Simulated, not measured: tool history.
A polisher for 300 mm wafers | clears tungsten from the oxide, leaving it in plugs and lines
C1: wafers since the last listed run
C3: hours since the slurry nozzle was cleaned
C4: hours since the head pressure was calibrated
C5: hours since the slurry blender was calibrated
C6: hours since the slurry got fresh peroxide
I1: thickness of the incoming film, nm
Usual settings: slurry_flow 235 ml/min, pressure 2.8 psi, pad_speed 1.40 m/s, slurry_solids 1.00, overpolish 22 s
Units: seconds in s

{"run": 1, "hour": 0.0, "slurry_flow": 235, "pressure": 2.8, "pad_speed": 1.4, "slurry_solids": 1.1, "overpolish": 22, "C1": 0, "wafers polished on this pad": 337, "C3": 47.2, "C4": 260.9, "C5": 191.3, "C6": 96.1, "I1": 522.1, "seconds": 125.5}
{"run": 2, "hour": 53.8, "slurry_flow": 235, "pressure": 2.8, "pad_speed": 1.4, "slurry_solids": 1.1, "overpolish": 22, "C1": 601, "wafers polished on this pad": 938, "C3": 101.0, "C4": 314.7, "C5": 245.1, "C6": 149.9, "I1": 516.7, "seconds": 125.3}
{"run": 3, "hour": 80.2, "slurry_flow": 235, "pressure": 2.8, "pad_speed": 1.4, "slurry_solids": 1.1, "overpolish": 22, "C1": 295, "wafers polished on this pad": 1233, "C3": 127.4, "C4": 341.1, "C5": 271.5, "C6": 176.3, "I1": 516.0, "seconds": 130.9}
{"hour": 92.7, "done": "slurry blender recalibrated"}
{"run": 4, "hour": 110.3, "slurry_flow": 285, "pressure": 2.8, "pad_speed": 1.4, "slurry_solids": 0.85, "overpolish": 22, "C1": 314, "wafers polished on this pad": 1547, "C3": 157.5, "C4": 371.2, "C5": 17.6, "C6": 206.4, "I1": 508.1, "seconds": 122.8}
{"run": 5, "hour": 168.0, "slurry_flow": 235, "pressure": 2.8, "pad_speed": 1.64, "slurry_solids": 1.0, "overpolish": 22, "C1": 644, "wafers polished on this pad": 2192, "C3": 215.2, "C4": 428.9, "C5": 75.3, "C6": 264.1, "I1": 515.5, "seconds": 110.5}
{"hour": 171.6, "done": "slurry tank refilled with fresh slurry and peroxide"}
{"hour": 183.4, "done": "worn pad replaced by a new one"}
{"run": 6, "hour": 231.1, "slurry_flow": 235, "pressure": 2.8, "pad_speed": 1.64, "slurry_solids": 1.0, "overpolish": 22, "C1": 649, "wafers polished on this pad": 532, "C3": 278.3, "C4": 492.0, "C5": 138.4, "C6": 59.5, "I1": 520.4, "seconds": 114.1}
{"run": 7, "hour": 291.9, "slurry_flow": 235, "pressure": 2.8, "pad_speed": 1.4, "slurry_solids": 1.0, "overpolish": 22, "C1": 679, "wafers polished on this pad": 1212, "C3": 339.1, "C4": 552.8, "C5": 199.2, "C6": 120.3, "I1": 508.2, "seconds": 129.2}
{"hour": 353.5, "done": "slurry blender recalibrated"}
{"run": 8, "hour": 358.3, "slurry_flow": 235, "pressure": 2.8, "pad_speed": 1.4, "slurry_solids": 1.0, "overpolish": 22, "C1": 719, "wafers polished on this pad": 1932, "C3": 405.5, "C4": 619.2, "C5": 4.8, "C6": 186.7, "I1": 515.0, "seconds": 125.2}
{"hour": 412.2, "done": "worn pad replaced by a new one"}
{"run": 9, "hour": 425.5, "slurry_flow": 180, "pressure": 2.8, "pad_speed": 1.64, "slurry_solids": 1.0, "overpolish": 22, "C1": 706, "wafers polished on this pad": 148, "C3": 472.7, "C4": 686.4, "C5": 72.0, "C6": 253.9, "I1": 517.7, "seconds": 113.3}
{"hour": 443.7, "done": "slurry tank refilled with fresh slurry and peroxide"}
{"run": 10, "hour": 494.6, "slurry_flow": 180, "pressure": 2.8, "pad_speed": 1.64, "slurry_solids": 1.0, "overpolish": 22, "C1": 761, "wafers polished on this pad": 909, "C3": 541.8, "C4": 755.5, "C5": 141.1, "C6": 50.9, "I1": 513.3, "seconds": 117.4}
{"run": 11, "hour": 538.6, "slurry_flow": 180, "pressure": 2.8, "pad_speed": 1.64, "slurry_solids": 1.0, "overpolish": 22, "C1": 491, "wafers polished on this pad": 1401, "C3": 585.8, "C4": 799.5, "C5": 185.1, "C6": 94.9, "I1": 520.6, "seconds": 117.2}
{"hour": 566.2, "done": "head pressure recalibrated"}
{"run": 12, "hour": 599.2, "slurry_flow": 235, "pressure": 2.8, "pad_speed": 1.1, "slurry_solids": 1.0, "overpolish": 22, "C1": 654, "wafers polished on this pad": 2056, "C3": 646.4, "C4": 33.0, "C5": 245.7, "C6": 155.5, "I1": 519.0, "seconds": 160.9}
{"hour": 630.2, "done": "slurry blender recalibrated"}
{"hour": 645.9, "done": "worn pad replaced by a new one"}
{"run": 13, "hour": 646.4, "slurry_flow": 235, "pressure": 2.8, "pad_speed": 1.4, "slurry_solids": 1.0, "overpolish": 22, "C1": 460, "wafers polished on this pad": 5, "C3": 693.6, "C4": 80.2, "C5": 16.2, "C6": 202.7, "I1": 516.6, "seconds": 123.9}
{"run": 14, "hour": 684.1, "slurry_flow": 235, "pressure": 2.8, "pad_speed": 1.4, "slurry_solids": 1.0, "overpolish": 22, "C1": 421, "wafers polished on this pad": 426, "C3": 731.3, "C4": 117.9, "C5": 53.9, "C6": 240.4, "I1": 515.3, "seconds": 124.0}
{"hour": 728.1, "done": "slurry tank refilled with fresh slurry and peroxide"}
{"run": 15, "hour": 734.6, "slurry_flow": 285, "pressure": 2.1, "pad_speed": 1.82, "slurry_solids": 1.0, "overpolish": 18, "C1": 553, "wafers polished on this pad": 980, "C3": 781.8, "C4": 168.4, "C5": 104.4, "C6": 6.5, "I1": 514.1, "seconds": 130.1}
{"run": 16, "hour": 799.5, "slurry_flow": 235, "pressure": 2.4, "pad_speed": 1.4, "slurry_solids": 1.25, "overpolish": 22, "C1": 725, "wafers polished on this pad": 1705, "C3": 846.7, "C4": 233.3, "C5": 169.3, "C6": 71.4, "I1": 515.6, "seconds": 143.9}
{"run": 17, "hour": 860.9, "slurry_flow": 235, "pressure": 2.8, "pad_speed": 1.64, "slurry_solids": 1.0, "overpolish": 22, "C1": 686, "wafers polished on this pad": 2391, "C3": 908.1, "C4": 294.7, "C5": 230.7, "C6": 132.8, "I1": 512.2, "seconds": 113.3}
{"hour": 878.4, "done": "slurry nozzle cleaned"}
{"hour": 896.0, "done": "slurry blender recalibrated"}
{"hour": 899.7, "done": "worn pad replaced by a new one"}
{"run": 18, "hour": 922.0, "slurry_flow": 270, "pressure": 2.8, "pad_speed": 1.4, "slurry_solids": 0.75, "overpolish": 22, "C1": 607, "wafers polished on this pad": 249, "C3": 43.6, "C4": 355.8, "C5": 26.0, "C6": 193.9, "I1": 526.3, "seconds": 126.8}
{"hour": 954.6, "done": "slurry tank refilled with fresh slurry and peroxide"}
{"run": 19, "hour": 981.3, "slurry_flow": 195, "pressure": 2.8, "pad_speed": 1.56, "slurry_solids": 1.0, "overpolish": 22, "C1": 651, "wafers polished on this pad": 900, "C3": 102.9, "C4": 415.1, "C5": 85.3, "C6": 26.7, "I1": 510.6, "seconds": 115.0}
{"run": 20, "hour": 1033.7, "slurry_flow": 235, "pressure": 2.8, "pad_speed": 1.22, "slurry_solids": 1.0, "overpolish": 27, "C1": 585, "wafers polished on this pad": 1486, "C3": 155.3, "C4": 467.5, "C5": 137.7, "C6": 79.1, "I1": 515.1, "seconds": 144.8}
{"run": 21, "hour": 1079.2, "slurry_flow": 235, "pressure": 2.8, "pad_speed": 1.4, "slurry_solids": 1.0, "overpolish": 22, "C1": 508, "wafers polished on this pad": 1995, "C3": 200.8, "C4": 513.0, "C5": 183.2, "C6": 124.6, "I1": 513.4, "seconds": 129.8}
{"hour": 1111.6, "done": "worn pad replaced by a new one"}
{"hour": 1149.1, "done": "slurry blender recalibrated"}
{"run": 22, "hour": 1149.6, "slurry_flow": 235, "pressure": 3.5, "pad_speed": 1.6, "slurry_solids": 1.0, "overpolish": 28, "C1": 719, "wafers polished on this pad": 402, "C3": 271.2, "C4": 583.4, "C5": 0.5, "C6": 195.0, "I1": 509.5, "seconds": 84.5}
{"hour": 1194.6, "done": "slurry tank refilled with fresh slurry and peroxide"}
{"run": 23, "hour": 1204.8, "slurry_flow": 310, "pressure": 2.8, "pad_speed": 1.4, "slurry_solids": 1.0, "overpolish": 35, "C1": 605, "wafers polished on this pad": 1008, "C3": 326.4, "C4": 638.6, "C5": 55.7, "C6": 10.2, "I1": 511.2, "seconds": 121.2}
{"run": 24, "hour": 1240.3, "slurry_flow": 200, "pressure": 3.6, "pad_speed": 1.08, "slurry_solids": 0.75, "overpolish": 22, "C1": 396, "wafers polished on this pad": 1405, "C3": 361.9, "C4": 674.1, "C5": 91.2, "C6": 45.7, "I1": 510.0, "seconds": 126.5}

5 ways to go on from here, each from the tool as it stands after run 24. What would each give?
{"run": "A", "hour": 1240.8, "slurry_flow": 235, "pressure": 2.8, "pad_speed": 1.4, "slurry_solids": 1.0, "overpolish": 17, "C1": 5, "wafers polished on this pad": 1411, "C3": 362.4, "C4": 674.6, "C5": 91.7, "C6": 46.2, "I1": 516.0, "seconds": "?"}
{"run": "B", "hour": 1240.8, "slurry_flow": 235, "pressure": 2.8, "pad_speed": 1.4, "slurry_solids": 1.2, "overpolish": 22, "C1": 5, "wafers polished on this pad": 1411, "C3": 362.4, "C4": 674.6, "C5": 91.7, "C6": 46.2, "I1": 516.0, "seconds": "?"}
{"run": "C", "hour": 1240.8, "slurry_flow": 185, "pressure": 3.6, "pad_speed": 1.4, "slurry_solids": 1.0, "overpolish": 22, "C1": 5, "wafers polished on this pad": 1411, "C3": 362.4, "C4": 674.6, "C5": 91.7, "C6": 46.2, "I1": 516.0, "seconds": "?"}
{"run": "D", "hour": 1240.8, "slurry_flow": 235, "pressure": 2.8, "pad_speed": 1.4, "slurry_solids": 1.0, "overpolish": 19, "C1": 5, "wafers polished on this pad": 1411, "C3": 362.4, "C4": 674.6, "C5": 91.7, "C6": 46.2, "I1": 516.0, "seconds": "?"}
{"run": "E", "hour": 1240.8, "slurry_flow": 235, "pressure": 2.8, "pad_speed": 1.4, "slurry_solids": 1.0, "overpolish": 15, "C1": 5, "wafers polished on this pad": 1411, "C3": 362.4, "C4": 674.6, "C5": 91.7, "C6": 46.2, "I1": 516.0, "seconds": "?"}

run=A seconds=126.6
run=B seconds=123.1
run=C seconds=101.9
run=D seconds=126.6
run=E seconds=126.6
Without the tool's hidden state the same runs would have given:
run=A seconds=121.0
run=B seconds=117.6
run=C seconds=97.4
run=D seconds=121.0
run=E seconds=121.0
